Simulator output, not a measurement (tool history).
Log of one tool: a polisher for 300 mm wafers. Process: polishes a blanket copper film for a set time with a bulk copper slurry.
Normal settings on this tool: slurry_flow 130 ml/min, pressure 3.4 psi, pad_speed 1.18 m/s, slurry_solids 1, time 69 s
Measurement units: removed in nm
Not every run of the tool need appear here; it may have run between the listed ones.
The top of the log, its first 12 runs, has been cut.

| run | hour | slurry_flow | pressure | pad_speed | slurry_solids | time | wafers since the last listed run | wafers polished on this pad | hours since the slurry nozzle was cleaned | hours since the head pressure was calibrated | hours since the slurry blender was calibrated | incoming thickness of the incoming film, nm | removed |
|---|---|---|---|---|---|---|---|---|---|---|---|---|---|
| 13 | 724.6 | 90 | 3.4 | 1.18 | 1.3 | 69 | 608 | 878 | 189.4 | 122.5 | 584.4 | 4011.2 | 716.3 |
|  | 744.1 | slurry blender recalibrated |
| 14 | 787.7 | 160 | 3.4 | 1.18 | 1 | 69 | 744 | 1623 | 252.5 | 185.6 | 43.6 | 4052.2 | 840.2 |
| 15 | 880.9 | 130 | 3.4 | 1.18 | 1 | 69 | 1136 | 2760 | 345.7 | 278.8 | 136.8 | 4076 | 810.8 |
| 16 | 943.5 | 130 | 3.4 | 1.18 | 1 | 69 | 763 | 3523 | 408.3 | 341.4 | 199.4 | 4019 | 812.6 |
| 17 | 1006.8 | 130 | 4.6 | 1.18 | 1.15 | 69 | 771 | 4294 | 471.6 | 404.7 | 262.7 | 4058.3 | 1142.1 |
| 18 | 1106.2 | 130 | 3.4 | 1.18 | 1 | 77 | 1211 | 5506 | 571 | 504.1 | 362.1 | 3950.8 | 914.6 |
| 19 | 1181.4 | 130 | 3.4 | 1.18 | 1 | 69 | 916 | 6423 | 646.2 | 579.3 | 437.3 | 4043 | 814.1 |
|  | 1191.7 | worn pad replaced by a new one |
|  | 1261.7 | slurry blender recalibrated |
|  | 1286.3 | head pressure recalibrated |
| 20 | 1288.5 | 130 | 3.4 | 1.18 | 1 | 69 | 1208 | 1131 | 753.3 | 2.2 | 26.8 | 4005.8 | 793.7 |
| 21 | 1367.8 | 130 | 3.4 | 1.52 | 1 | 77 | 966 | 2098 | 832.6 | 81.5 | 106.1 | 4046.8 | 1065.2 |
|  | 1456.6 | slurry nozzle cleaned |
| 22 | 1467.3 | 170 | 3.4 | 1.18 | 1 | 69 | 1200 | 3299 | 10.7 | 181 | 205.6 | 4099.6 | 830.3 |
| 23 | 1521.5 | 130 | 3 | 1.18 | 1 | 69 | 660 | 3959 | 64.9 | 235.2 | 259.8 | 4013.5 | 700.1 |
| 24 | 1591.5 | 130 | 4.1 | 1.18 | 0.9 | 69 | 853 | 4813 | 134.9 | 305.2 | 329.8 | 4025.9 | 929.5 |

For run 25, what comes out?
| 25 | 1683.6 | 130 | 3.4 | 1.18 | 1 | 69 | 1122 | 5936 | 227 | 397.3 | 421.9 | 4087.1 | ? |

Logged for run 25: removed 787 nm.
With the hidden condition absent and the run-to-run variation left alone, this run would have shown removed 798.5 nm.
